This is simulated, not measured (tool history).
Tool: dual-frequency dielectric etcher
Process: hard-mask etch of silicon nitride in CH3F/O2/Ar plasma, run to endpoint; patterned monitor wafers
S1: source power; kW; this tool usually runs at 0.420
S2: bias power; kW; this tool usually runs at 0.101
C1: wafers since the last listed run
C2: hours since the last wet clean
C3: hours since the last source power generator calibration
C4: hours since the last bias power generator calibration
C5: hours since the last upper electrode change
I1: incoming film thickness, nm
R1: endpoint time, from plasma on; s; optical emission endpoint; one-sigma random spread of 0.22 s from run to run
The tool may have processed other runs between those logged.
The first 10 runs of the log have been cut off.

Run 11, hour 496.6: usual settings; C1 1014; C2 497.1; C3 2934.0; C4 2363.8; C5 330.0; I1 33.10. Result: R1 42.5 s.
Run 12, hour 563.8: usual settings; C1 993; C2 564.3; C3 3001.2; C4 2431.0; C5 397.2; I1 33.15. Result: R1 41.5 s.
At hour 611.0: wet clean of the chamber.
Run 13, hour 622.4: usual settings; C1 511; C2 11.4; C3 3059.8; C4 2489.6; C5 455.8; I1 32.98. Result: R1 43.3 s.
Run 14, hour 662.7: usual settings; C1 595; C2 51.7; C3 3100.1; C4 2529.9; C5 496.1; I1 33.20. Result: R1 43.6 s.
At hour 738.8: bias power generator calibrated.
Run 15, hour 739.3: usual settings; C1 1073; C2 128.3; C3 3176.7; C4 0.5; C5 572.7; I1 32.81. Result: R1 43.0 s.
Run 16, hour 776.1: usual settings but S1 0.370 kW; C1 544; C2 165.1; C3 3213.5; C4 37.3; C5 609.5; I1 32.84. Result: R1 44.9 s.
Run 17, hour 832.6: usual settings; C1 835; C2 221.6; C3 3270.0; C4 93.8; C5 666.0; I1 33.03. Result: R1 43.2 s.
Run 18, hour 897.8: usual settings but S1 0.360 kW, S2 0.078 kW; C1 963; C2 286.8; C3 3335.2; C4 159.0; C5 731.2; I1 32.98. Result: R1 49.5 s.
Run 19, hour 964.9: usual settings but S1 0.500 kW, S2 0.086 kW; C1 992; C2 353.9; C3 3402.3; C4 226.1; C5 798.3; I1 32.76. Result: R1 42.4 s.
Run 20, hour 1016.9: usual settings but S1 0.500 kW, S2 0.124 kW; C1 768; C2 405.9; C3 3454.3; C4 278.1; C5 850.3; I1 32.98. Result: R1 36.5 s.
Run 21, hour 1043.1: usual settings but S2 0.093 kW; C1 387; C2 432.1; C3 3480.5; C4 304.3; C5 876.5; I1 32.89. Result: R1 43.6 s.
Run 22, hour 1088.9: usual settings; C1 677; C2 477.9; C3 3526.3; C4 350.1; C5 922.3; I1 32.96. Result: R1 42.0 s.
Run 23, hour 1134.6: usual settings but S2 0.089 kW; C1 675; C2 523.6; C3 3572.0; C4 395.8; C5 968.0; I1 32.90. Result: R1 43.6 s.
At hour 1169.4: source power generator calibrated.
At hour 1195.2: wet clean of the chamber.
Run 24, hour 1200.7: usual settings; C1 563; C2 5.5; C3 31.3; C4 461.9; C5 1034.1; I1 32.84. Result: R1 43.2 s.
Run 25, hour 1235.5: usual settings but S2 0.090 kW; C1 514; C2 40.3; C3 66.1; C4 496.7; C5 1068.9; I1 32.99. Result: R1 45.5 s.
Run 26, hour 1269.4: usual settings but S2 0.109 kW; C1 501; C2 74.2; C3 100.0; C4 530.6; C5 1102.8; I1 33.20. Result: R1 42.9 s.
Run 27, hour 1340.3: usual settings but S1 0.500 kW, S2 0.078 kW; C1 1048; C2 145.1; C3 170.9; C4 601.5; C5 1173.7; I1 32.88. Result: R1 44.7 s.
Run 28, hour 1385.1: usual settings but S1 0.350 kW; C1 662; C2 189.9; C3 215.7; C4 646.3; C5 1218.5; I1 32.87. Result: R1 46.3 s.
Run 29, hour 1430.4: usual settings but S1 0.370 kW, S2 0.125 kW; C1 669; C2 235.2; C3 261.0; C4 691.6; C5 1263.8; I1 32.87. Result: R1 41.1 s.
Run 30, hour 1463.7: usual settings but S1 0.490 kW; C1 492; C2 268.5; C3 294.3; C4 724.9; C5 1297.1; I1 32.91. Result: R1 40.2 s.
Run 31, hour 1505.9: usual settings but S1 0.390 kW, S2 0.109 kW; C1 623; C2 310.7; C3 336.5; C4 767.1; C5 1339.3; I1 32.57. Result: R1 42.3 s.
Run 32, hour 1549.5: usual settings but S2 0.119 kW; C1 644; C2 354.3; C3 380.1; C4 810.7; C5 1382.9; I1 32.53. Result: R1 39.8 s.
Run 33, hour 1591.1: usual settings but S1 0.330 kW, S2 0.111 kW; C1 615; C2 395.9; C3 421.7; C4 852.3; C5 1424.5; I1 32.80. Result: R1 44.5 s.
Run 34, hour 1624.3: usual settings; C1 490; C2 429.1; C3 454.9; C4 885.5; C5 1457.7; I1 32.92. Result: R1 42.5 s.

Run 35 has not been measured yet. What should we expect?
Run 35, hour 1656.6: usual settings but S2 0.080 kW; C1 477; C2 461.4; C3 487.2; C4 917.8; C5 1490.0; I1 33.05. Result: R1 ?.

Run 35 yielded R1 46.7 s.
Were there no unlogged condition in the tool, this run, its random variation unchanged, would have produced R1 47.9 s.
